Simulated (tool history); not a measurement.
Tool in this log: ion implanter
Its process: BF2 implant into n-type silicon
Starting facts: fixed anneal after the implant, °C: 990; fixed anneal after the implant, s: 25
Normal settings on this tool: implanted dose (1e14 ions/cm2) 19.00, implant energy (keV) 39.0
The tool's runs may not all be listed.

run     day  implanted dose (1e14 ions/cm2)  implant energy (keV)  read-back reference wafer on the same gauge, sheet resistance  sheet resistance of the implanted and annealed layer (ohm/square)
  1   0.000                           19.00                  39.0                                                         138.30                                                             118.32
  2   1.092                           19.00                  39.0                                                         138.15                                                             119.27
      3.258  -- gauge calibrated
  3   3.938                           19.00                  30.5                                                         138.08                                                             136.42
  4   5.504                           19.00                  30.5                                                         138.07                                                             135.73
  5   8.342                           16.23                  35.5                                                         138.27                                                             128.04
  6  11.029                           19.00                  29.0                                                         137.80                                                             140.48
  7  12.392                           19.00                  29.0                                                         138.01                                                             138.50
  8  14.050                           16.51                  47.5                                                         138.13                                                             109.83
  9  16.296                           19.00                  39.0                                                         137.98                                                             120.77
 10  24.246                           19.00                  39.0                                                         138.07                                                             120.18
 11  26.417                           21.98                  31.5                                                         137.95                                                             130.96
 12  30.417                           19.00                  39.0                                                         137.95                                                             119.69
 13  33.404                           17.04                  49.5                                                         138.22                                                             106.23
     35.954  -- Faraday cup replaced and dose calibrated
 14  35.975                           15.21                  42.5                                                         138.01                                                             117.11
     37.733  -- extraction supply calibrated
     37.838  -- gauge calibrated
 15  37.875                           19.00                  39.0                                                         138.07                                                             119.44
 16  40.300                           16.20                  50.5                                                         137.98                                                             105.95

What will run 17 give?
 17  42.167                           22.51                  28.5                                                              ?                                                                  ?

{"run 17": {"read-back reference wafer on the same gauge, sheet resistance": 138.12, "sheet resistance of the implanted and annealed layer (ohm/square)": 139.0}}
Minus the tool's unlogged condition, the same run would have read sheet resistance of the implanted and annealed layer (ohm/square) 139.00.
